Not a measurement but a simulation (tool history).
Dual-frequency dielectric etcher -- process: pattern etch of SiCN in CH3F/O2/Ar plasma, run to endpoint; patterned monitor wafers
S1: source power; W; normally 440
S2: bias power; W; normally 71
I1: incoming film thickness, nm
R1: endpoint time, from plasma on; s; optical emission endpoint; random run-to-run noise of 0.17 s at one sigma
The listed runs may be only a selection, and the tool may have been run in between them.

Run 1, hour 0.0: usual settings; I1 11.49. Result: R1 31.9 s.
Run 2, hour 15.7: usual settings; I1 11.29. Result: R1 31.4 s.
Run 3, hour 33.4: usual settings; I1 11.53. Result: R1 31.9 s.
At hour 82.9: wet clean of the chamber.
Run 4, hour 83.4: usual settings but S2 83 W; I1 11.39. Result: R1 28.5 s.
Run 5, hour 83.7: usual settings but S2 83 W; I1 11.34. Result: R1 28.9 s.
Run 6, hour 94.5: usual settings but S2 83 W; I1 11.41. Result: R1 28.7 s.
At hour 101.2: bias power generator calibrated.
At hour 128.9: upper electrode replaced.
Run 7, hour 129.4: usual settings; I1 11.38. Result: R1 30.5 s.
Run 8, hour 129.9: usual settings but S1 400 W, S2 55 W; I1 11.49. Result: R1 35.3 s.
At hour 139.5: source power generator calibrated.
Run 9, hour 140.1: usual settings but S1 400 W; I1 11.34. Result: R1 31.7 s.
Run 10, hour 153.2: usual settings but S1 500 W; I1 11.39. Result: R1 29.2 s.
Run 11, hour 169.3: usual settings but S1 390 W, S2 76 W; I1 11.34. Result: R1 31.1 s.
Run 12, hour 176.6: usual settings but S1 500 W, S2 63 W; I1 11.40. Result: R1 30.8 s.
Run 13, hour 189.8: usual settings but S1 350 W, S2 59 W; I1 11.48. Result: R1 36.4 s.
Run 14, hour 215.5: usual settings; I1 11.43. Result: R1 31.4 s.
Run 15, hour 225.7: usual settings but S1 480 W, S2 82 W; I1 11.36. Result: R1 28.3 s.

What was the tool's hidden state at every run in the log?
source power that arrives over what is set, %: 0 on each run
bias power that arrives over what is set, %: 0 on each run
H1: etch rate over this chamber's usual, %
run      H1
  1   -3.51
  2   -3.68
  3   -3.88
  4  -0.132
  5  -0.135
  6  -0.253
  7  -0.636
  8  -0.642
  9  -0.753
 10  -0.897
 11   -1.07
 12   -1.15
 13    -1.3
 14   -1.58
 15   -1.69

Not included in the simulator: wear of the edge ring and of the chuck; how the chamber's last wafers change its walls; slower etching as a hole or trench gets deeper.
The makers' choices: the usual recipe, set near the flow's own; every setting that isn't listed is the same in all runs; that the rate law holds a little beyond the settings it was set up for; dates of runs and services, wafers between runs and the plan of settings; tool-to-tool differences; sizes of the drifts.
